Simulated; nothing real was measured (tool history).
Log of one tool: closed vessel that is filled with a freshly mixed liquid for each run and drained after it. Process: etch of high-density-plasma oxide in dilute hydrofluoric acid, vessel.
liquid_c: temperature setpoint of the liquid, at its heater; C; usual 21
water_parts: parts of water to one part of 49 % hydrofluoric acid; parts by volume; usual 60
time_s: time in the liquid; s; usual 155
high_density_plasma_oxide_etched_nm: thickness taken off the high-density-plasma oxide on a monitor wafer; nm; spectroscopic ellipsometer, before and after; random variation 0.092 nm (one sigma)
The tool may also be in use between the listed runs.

run,day,liquid_c,water_parts,time_s,wafers since the last listed run,hours since the thermometer was replaced,hours since the hydrofluoric acid flow meter was replaced,hours since the gauge calibration,"read-back film thickness of the high-density-plasma oxide reference wafer, read on the same gauge (nm)",high_density_plasma_oxide_etched_nm
1,0,21,60,155,0,2372.6,1509.1,275.2,50.03,18.24
2,1.333,21,50,155,3582,2404.6,1541.1,307.2,49.98,22.31
3,1.867,21,50,155,1432,2417.4,1553.9,320,49.98,22.1
4,2.85,21,50,155,2641,2441,1577.5,343.6,50.01,22.17
5,3.417,21,60,155,1522,2454.6,1591.1,357.2,50.01,18.45
6,4.375,21,60,155,2574,2477.6,1614.1,380.2,50.02,18.32
7,5.229,21,60,155,2294,2498.1,1634.6,400.7,49.98,18.54
# day 5.912: gauge calibrated
# day 6.375: hydrofluoric acid flow meter replaced
8,6.625,21,60,155,3638,2531.6,6,17.1,50.01,19.45
9,8.012,21,60,155,3727,2564.9,39.3,50.4,50.02,19.62
# day 8.625: hydrofluoric acid flow meter replaced, repeated, since the last time left the tool worse
10,8.858,21,60,155,2160,2585.2,5.6,70.7,50.02,16.9
11,9.362,19.5,50,155,1354,2597.3,17.7,82.8,49.98,19.35
# day 10.442: thermometer replaced
12,10.692,17,30,155,3459,6,49.6,114.7,49.98,29.43
13,11.275,22.5,60,155,1567,20,63.6,128.7,50.02,18.03
14,11.967,24.5,50,120,1858,36.6,80.2,145.3,49.99,18.41
15,12.688,21,60,155,1936,53.9,97.5,162.6,50.02,17.01
16,13.746,21,60,155,2843,79.3,122.9,188,50.02,17.06
17,14.771,21,45,155,2753,103.9,147.5,212.6,50,22.94
18,15.321,19,85,125,1477,117.1,160.7,225.8,50.01,8.62
19,15.829,24,80,230,1365,129.3,172.9,238,50,21
20,17.008,26,40,250,3168,157.6,201.2,266.3,50.04,51.75

5 ways to go on from here, each from the tool as it stands after run 20. What would each give?
A,17.038,21,60,155,78,158.3,201.9,267,?,?
B,17.038,19,60,155,78,158.3,201.9,267,?,?
C,17.038,23.5,40,80,78,158.3,201.9,267,?,?
D,17.038,18,60,155,78,158.3,201.9,267,?,?
E,17.038,21,60,100,78,158.3,201.9,267,?,?

run,"read-back film thickness of the high-density-plasma oxide reference wafer, read on the same gauge (nm)",high_density_plasma_oxide_etched_nm
A,50.03,17.15
B,50.03,15.76
C,50.03,15.11
D,50.03,15.1
E,50.03,11.06
Without the tool's hidden state the same runs would have given:
run,high_density_plasma_oxide_etched_nm
A,16.94
B,15.57
C,14.93
D,14.92
E,10.93
